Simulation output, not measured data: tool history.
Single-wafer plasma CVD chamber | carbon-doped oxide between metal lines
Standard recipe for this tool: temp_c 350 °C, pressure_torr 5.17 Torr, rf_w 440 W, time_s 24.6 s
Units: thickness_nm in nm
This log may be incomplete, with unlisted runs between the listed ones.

run     day  temp_c  pressure_torr  rf_w  time_s  read-back reference wafer on the same gauge, thickness_nm  thickness_nm
  1       0     359           5.17   440    24.6                                                    112.992       106.866
  2   1.317     359           5.17   440    24.6                                                    112.872       106.433
  3   1.971     359           5.17   440    24.6                                                    113.026       107.356
  4   3.329     350           5.17   440    24.6                                                     113.14       109.922
  5   4.025     350           5.17   440    24.6                                                    112.961       110.064
      4.496  -- capacitance manometer re-zeroed and calibrated
      4.688  -- thermocouple changed; heater temperature recalibrated
  6   4.708     350           5.17   440    24.6                                                    113.075       110.112
  7   5.504     357           4.84   390    24.6                                                    113.138        99.976
  8   6.196     341           5.17   395    20.1                                                    112.967        87.308
  9   7.238     337           5.17   515    28.9                                                    113.011       147.069
 10   8.517     350           5.17   440    24.6                                                    112.943       109.405
 11   9.533     350           6.32   440      26                                                    112.987       117.877
 12   10.35     359           4.74   480    26.8                                                    113.033       121.485
 13  11.617     346           4.08   395    24.6                                                    113.058       102.927
 14  13.096     337            6.4   405    24.6                                                     113.08       111.986
 15  13.625     363            5.9   390    21.2                                                    112.923        86.173
 16  14.833     337            6.4   405    24.6                                                    112.997       111.249
 17  16.329     339           5.17   440    24.6                                                    113.151       114.103
 18   17.75     359           4.74   480    26.8                                                    113.077       121.555
     18.479  -- showerhead replaced, of another model than before
 19    18.5     350            4.3   440    20.2                                                    112.887        86.555
 20  19.633     338           5.17   440    24.6                                                    112.862       111.463
 21   20.45     358           6.36   440    26.2                                                    112.882       112.363
     21.033  -- RF generator calibrated
 22   24.35     356           5.62   410    27.8                                                    113.026       118.822
 23    25.7     363           4.12   500    22.4                                                    113.003       109.101
 24  26.683     343           5.65   500    21.2                                                    113.065       112.455
 25  27.262     357           4.81   440    24.6                                                    112.969       111.569
 26    28.2     350           5.17   440    24.6                                                    113.053       113.151
 27  29.621     356           5.17   440    24.6                                                    112.956       110.699
 28  30.938     350           5.17   440    24.6                                                    112.988       113.308

Branching from run 28: 4 alternative next runs. What would each branch give?
  A  30.954     350           5.17   405    24.6                                                          ?             ?
  B  30.954     350           5.17   515    21.9                                                          ?             ?
  C  30.954     350           6.45   380    26.3                                                          ?             ?
  D  30.954     363           4.12   475    24.6                                                          ?             ?

run  read-back reference wafer on the same gauge, thickness_nm  thickness_nm
  A                                                    113.161        104.85
  B                                                    113.161       114.246
  C                                                    113.161       106.676
  D                                                    113.161        114.62
What these runs would have given with no unlogged condition in the tool:
run  thickness_nm
  A       107.507
  B       116.695
  C       109.487
  D       117.126
